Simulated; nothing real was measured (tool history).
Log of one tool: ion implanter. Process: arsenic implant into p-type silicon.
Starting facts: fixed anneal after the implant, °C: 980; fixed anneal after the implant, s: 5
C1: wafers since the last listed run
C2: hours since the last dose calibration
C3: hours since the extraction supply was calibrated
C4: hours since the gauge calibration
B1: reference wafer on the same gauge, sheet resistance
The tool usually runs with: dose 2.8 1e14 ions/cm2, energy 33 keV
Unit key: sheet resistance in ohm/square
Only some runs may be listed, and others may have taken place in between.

{"run": 1, "hour": 0.0, "dose": 2.8, "energy": 33, "C1": 0, "C2": 2094.9, "C3": 4348.9, "C4": 115.9, "B1": 244.94, "sheet resistance": 301.55}
{"run": 2, "hour": 9.8, "dose": 2.8, "energy": 33, "C1": 257, "C2": 2104.7, "C3": 4358.7, "C4": 125.7, "B1": 245.1, "sheet resistance": 302.28}
{"run": 3, "hour": 16.4, "dose": 2.17, "energy": 33, "C1": 173, "C2": 2111.3, "C3": 4365.3, "C4": 132.3, "B1": 244.84, "sheet resistance": 361.99}
{"run": 4, "hour": 31.5, "dose": 2.17, "energy": 33, "C1": 397, "C2": 2126.4, "C3": 4380.4, "C4": 147.4, "B1": 245.09, "sheet resistance": 363.34}
{"run": 5, "hour": 41.6, "dose": 2.17, "energy": 33, "C1": 265, "C2": 2136.5, "C3": 4390.5, "C4": 157.5, "B1": 245, "sheet resistance": 363.64}
{"run": 6, "hour": 52.9, "dose": 2.8, "energy": 33, "C1": 297, "C2": 2147.8, "C3": 4401.8, "C4": 168.8, "B1": 245.05, "sheet resistance": 302.71}
{"run": 7, "hour": 68.7, "dose": 2.8, "energy": 33, "C1": 415, "C2": 2163.6, "C3": 4417.6, "C4": 184.6, "B1": 245, "sheet resistance": 301.72}
{"run": 8, "hour": 77.9, "dose": 2.8, "energy": 33, "C1": 242, "C2": 2172.8, "C3": 4426.8, "C4": 193.8, "B1": 245.08, "sheet resistance": 302.11}
{"run": 9, "hour": 90.1, "dose": 2.51, "energy": 33, "C1": 320, "C2": 2185, "C3": 4439, "C4": 206, "B1": 244.97, "sheet resistance": 326.21}
{"run": 10, "hour": 106.6, "dose": 2.51, "energy": 33, "C1": 434, "C2": 2201.5, "C3": 4455.5, "C4": 222.5, "B1": 245.01, "sheet resistance": 327.14}
{"run": 11, "hour": 115.6, "dose": 2.51, "energy": 33, "C1": 236, "C2": 2210.5, "C3": 4464.5, "C4": 231.5, "B1": 244.97, "sheet resistance": 327}
{"run": 12, "hour": 131.9, "dose": 2.8, "energy": 33, "C1": 428, "C2": 2226.8, "C3": 4480.8, "C4": 247.8, "B1": 244.84, "sheet resistance": 302.24}
{"hour": 153.3, "done": "Faraday cup replaced and dose calibrated"}
{"run": 13, "hour": 153.8, "dose": 2.8, "energy": 33, "C1": 365, "C2": 0.5, "C3": 4502.7, "C4": 269.7, "B1": 244.99, "sheet resistance": 280.41}
{"run": 14, "hour": 155.0, "dose": 2.8, "energy": 33, "C1": 31, "C2": 1.7, "C3": 4503.9, "C4": 270.9, "B1": 244.99, "sheet resistance": 281.09}
{"run": 15, "hour": 168.1, "dose": 2.8, "energy": 37, "C1": 344, "C2": 14.8, "C3": 4517, "C4": 284, "B1": 245, "sheet resistance": 276.64}
{"run": 16, "hour": 178.7, "dose": 2.8, "energy": 37, "C1": 278, "C2": 25.4, "C3": 4527.6, "C4": 294.6, "B1": 244.91, "sheet resistance": 276.63}
{"run": 17, "hour": 188.1, "dose": 2.52, "energy": 37, "C1": 247, "C2": 34.8, "C3": 4537, "C4": 304, "B1": 244.99, "sheet resistance": 299.29}
{"run": 18, "hour": 204.7, "dose": 2.18, "energy": 23.5, "C1": 436, "C2": 51.4, "C3": 4553.6, "C4": 320.6, "B1": 244.98, "sheet resistance": 356.56}
{"run": 19, "hour": 211.9, "dose": 2.13, "energy": 39.5, "C1": 189, "C2": 58.6, "C3": 4560.8, "C4": 327.8, "B1": 245.05, "sheet resistance": 332.97}
{"run": 20, "hour": 227.2, "dose": 2.33, "energy": 40.5, "C1": 402, "C2": 73.9, "C3": 4576.1, "C4": 343.1, "B1": 244.91, "sheet resistance": 310.96}
{"run": 21, "hour": 243.3, "dose": 3.2, "energy": 21.5, "C1": 423, "C2": 90, "C3": 4592.2, "C4": 359.2, "B1": 244.97, "sheet resistance": 272.12}
{"run": 22, "hour": 253.4, "dose": 3.46, "energy": 23.5, "C1": 265, "C2": 100.1, "C3": 4602.3, "C4": 369.3, "B1": 244.95, "sheet resistance": 253.79}
{"run": 23, "hour": 259.8, "dose": 2.52, "energy": 37, "C1": 168, "C2": 106.5, "C3": 4608.7, "C4": 375.7, "B1": 245.09, "sheet resistance": 299.1}
{"hour": 270.9, "done": "Faraday cup replaced and dose calibrated, repeated, since the last time left the tool worse"}
{"run": 24, "hour": 274.0, "dose": 2.35, "energy": 27, "C1": 163, "C2": 3.1, "C3": 4622.9, "C4": 389.9, "B1": 245.04, "sheet resistance": 344.23}
{"run": 25, "hour": 286.8, "dose": 2.17, "energy": 26.5, "C1": 336, "C2": 15.9, "C3": 4635.7, "C4": 402.7, "B1": 245.04, "sheet resistance": 366.39}
{"hour": 293.5, "done": "gauge calibrated"}
{"hour": 301.0, "done": "extraction supply calibrated"}
{"run": 26, "hour": 301.6, "dose": 2.8, "energy": 33, "C1": 178, "C2": 30.7, "C3": 0.6, "C4": 8.1, "B1": 245.07, "sheet resistance": 294.1}
{"run": 27, "hour": 319.2, "dose": 3.2, "energy": 26.5, "C1": 463, "C2": 48.3, "C3": 18.2, "C4": 25.7, "B1": 245.01, "sheet resistance": 276.59}
{"run": 28, "hour": 330.6, "dose": 2.8, "energy": 27, "C1": 299, "C2": 59.7, "C3": 29.6, "C4": 37.1, "B1": 245, "sheet resistance": 303.49}
{"run": 29, "hour": 342.6, "dose": 2.11, "energy": 40, "C1": 315, "C2": 71.7, "C3": 41.6, "C4": 49.1, "B1": 244.86, "sheet resistance": 350.13}
{"run": 30, "hour": 357.0, "dose": 2.09, "energy": 27, "C1": 378, "C2": 86.1, "C3": 56, "C4": 63.5, "B1": 244.95, "sheet resistance": 376.46}
{"run": 31, "hour": 374.2, "dose": 2.06, "energy": 41, "C1": 452, "C2": 103.3, "C3": 73.2, "C4": 80.7, "B1": 244.94, "sheet resistance": 355.33}
{"run": 32, "hour": 385.8, "dose": 2.38, "energy": 33, "C1": 305, "C2": 114.9, "C3": 84.8, "C4": 92.3, "B1": 245.03, "sheet resistance": 331.86}
{"run": 33, "hour": 393.6, "dose": 2.8, "energy": 33, "C1": 205, "C2": 122.7, "C3": 92.6, "C4": 100.1, "B1": 244.96, "sheet resistance": 295.12}
{"run": 34, "hour": 411.6, "dose": 2.8, "energy": 38.5, "C1": 473, "C2": 140.7, "C3": 110.6, "C4": 118.1, "B1": 245.06, "sheet resistance": 287.37}
{"run": 35, "hour": 418.6, "dose": 2.8, "energy": 33, "C1": 184, "C2": 147.7, "C3": 117.6, "C4": 125.1, "B1": 245.04, "sheet resistance": 295}
{"run": 36, "hour": 434.3, "dose": 2.8, "energy": 33, "C1": 413, "C2": 163.4, "C3": 133.3, "C4": 140.8, "B1": 245.04, "sheet resistance": 294.84}

Predict each of these 5 candidate next runs independently; none follows another, all start after run 36:
{"run": "A", "hour": 434.7, "dose": 2.8, "energy": 33, "C1": 10, "C2": 163.8, "C3": 133.7, "C4": 141.2, "B1": "?", "sheet resistance": "?"}
{"run": "B", "hour": 434.7, "dose": 2.8, "energy": 26, "C1": 10, "C2": 163.8, "C3": 133.7, "C4": 141.2, "B1": "?", "sheet resistance": "?"}
{"run": "C", "hour": 434.7, "dose": 3.44, "energy": 27, "C1": 10, "C2": 163.8, "C3": 133.7, "C4": 141.2, "B1": "?", "sheet resistance": "?"}
{"run": "D", "hour": 434.7, "dose": 3.23, "energy": 33, "C1": 10, "C2": 163.8, "C3": 133.7, "C4": 141.2, "B1": "?", "sheet resistance": "?"}
{"run": "E", "hour": 434.7, "dose": 3.38, "energy": 23.5, "C1": 10, "C2": 163.8, "C3": 133.7, "C4": 141.2, "B1": "?", "sheet resistance": "?"}

run=A B1=245 sheet_resistance=294.95
run=B B1=245 sheet_resistance=306.23
run=C B1=245 sheet_resistance=261.68
run=D B1=245 sheet_resistance=265.67
run=E B1=245 sheet_resistance=270.75
With the hidden condition removed and each run's random variation left untouched, the same runs would have given:
run=A sheet_resistance=294.03
run=B sheet_resistance=305.27
run=C sheet_resistance=260.86
run=D sheet_resistance=264.83
run=E sheet_resistance=269.9

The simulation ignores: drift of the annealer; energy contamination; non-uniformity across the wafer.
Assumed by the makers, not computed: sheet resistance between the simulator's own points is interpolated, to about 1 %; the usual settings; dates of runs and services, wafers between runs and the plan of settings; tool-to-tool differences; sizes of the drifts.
